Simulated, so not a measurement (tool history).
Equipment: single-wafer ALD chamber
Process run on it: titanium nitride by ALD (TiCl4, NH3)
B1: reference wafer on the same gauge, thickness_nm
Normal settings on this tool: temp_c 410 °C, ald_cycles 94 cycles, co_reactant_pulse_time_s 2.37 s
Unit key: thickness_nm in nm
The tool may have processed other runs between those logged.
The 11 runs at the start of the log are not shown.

run 12 hour=886.5 | temp_c=410 ald_cycles=94 co_reactant_pulse_time_s=2.57 | B1=2.050 | thickness_nm=2.023
run 13 hour=968.2 | temp_c=410 ald_cycles=94 co_reactant_pulse_time_s=2.57 | B1=2.049 | thickness_nm=2.032
run 14 hour=1026.5 | temp_c=410 ald_cycles=94 co_reactant_pulse_time_s=2.37 | B1=2.049 | thickness_nm=2.031
run 15 hour=1125.2 | temp_c=410 ald_cycles=94 co_reactant_pulse_time_s=2.37 | B1=2.050 | thickness_nm=2.029
run 16 hour=1207.4 | temp_c=410 ald_cycles=94 co_reactant_pulse_time_s=2.37 | B1=2.050 | thickness_nm=2.026
run 17 hour=1264.7 | temp_c=410 ald_cycles=94 co_reactant_pulse_time_s=2.37 | B1=2.049 | thickness_nm=2.033
-- hour=1312.5 thermocouple changed; heater temperature recalibrated
run 18 hour=1348.2 | temp_c=410 ald_cycles=101 co_reactant_pulse_time_s=2.37 | B1=2.051 | thickness_nm=2.189
run 19 hour=1421.4 | temp_c=416 ald_cycles=94 co_reactant_pulse_time_s=3.06 | B1=2.050 | thickness_nm=2.040
-- hour=1457.7 showerhead replaced
run 20 hour=1493.7 | temp_c=423 ald_cycles=85 co_reactant_pulse_time_s=2.81 | B1=2.051 | thickness_nm=1.848
-- hour=1512.1 gauge calibrated
run 21 hour=1588.6 | temp_c=424 ald_cycles=111 co_reactant_pulse_time_s=2.75 | B1=2.051 | thickness_nm=2.422
run 22 hour=1627.1 | temp_c=410 ald_cycles=94 co_reactant_pulse_time_s=2.37 | B1=2.050 | thickness_nm=2.032
run 23 hour=1716.7 | temp_c=410 ald_cycles=94 co_reactant_pulse_time_s=2.37 | B1=2.050 | thickness_nm=2.029
run 24 hour=1772.5 | temp_c=399 ald_cycles=94 co_reactant_pulse_time_s=2.37 | B1=2.050 | thickness_nm=2.021
run 25 hour=1871.1 | temp_c=410 ald_cycles=94 co_reactant_pulse_time_s=1.85 | B1=2.050 | thickness_nm=2.008
run 26 hour=1954.9 | temp_c=417 ald_cycles=76 co_reactant_pulse_time_s=3.29 | B1=2.050 | thickness_nm=1.661
run 27 hour=2001.2 | temp_c=417 ald_cycles=87 co_reactant_pulse_time_s=1.44 | B1=2.050 | thickness_nm=1.834
run 28 hour=2063.7 | temp_c=410 ald_cycles=94 co_reactant_pulse_time_s=2.37 | B1=2.050 | thickness_nm=2.035
run 29 hour=2120.2 | temp_c=423 ald_cycles=106 co_reactant_pulse_time_s=1.65 | B1=2.049 | thickness_nm=2.275
run 30 hour=2199.6 | temp_c=402 ald_cycles=101 co_reactant_pulse_time_s=1.65 | B1=2.049 | thickness_nm=2.130
run 31 hour=2239.6 | temp_c=405 ald_cycles=94 co_reactant_pulse_time_s=2.37 | B1=2.050 | thickness_nm=2.021
run 32 hour=2334.5 | temp_c=410 ald_cycles=94 co_reactant_pulse_time_s=2.37 | B1=2.049 | thickness_nm=2.029
run 33 hour=2405.6 | temp_c=414 ald_cycles=89 co_reactant_pulse_time_s=3.21 | B1=2.050 | thickness_nm=1.948
run 34 hour=2470.9 | temp_c=418 ald_cycles=86 co_reactant_pulse_time_s=2.37 | B1=2.050 | thickness_nm=1.859
run 35 hour=2547.9 | temp_c=416 ald_cycles=100 co_reactant_pulse_time_s=1.90 | B1=2.048 | thickness_nm=2.131

Each row is a separate what-if for the run after 35, all from the same tool condition, not one after another. Results?
run A hour=2548.5 | temp_c=410 ald_cycles=94 co_reactant_pulse_time_s=1.89 | B1=? | thickness_nm=?
run B hour=2548.5 | temp_c=422 ald_cycles=89 co_reactant_pulse_time_s=2.37 | B1=? | thickness_nm=?
run C hour=2548.5 | temp_c=403 ald_cycles=94 co_reactant_pulse_time_s=2.37 | B1=? | thickness_nm=?

run=A B1=2.049 thickness_nm=2.001
run=B B1=2.049 thickness_nm=1.920
run=C B1=2.049 thickness_nm=2.018
Stripped of hidden state, with their random variation kept, the same runs would have yielded:
run=A thickness_nm=2.001
run=B thickness_nm=1.920
run=C thickness_nm=2.018
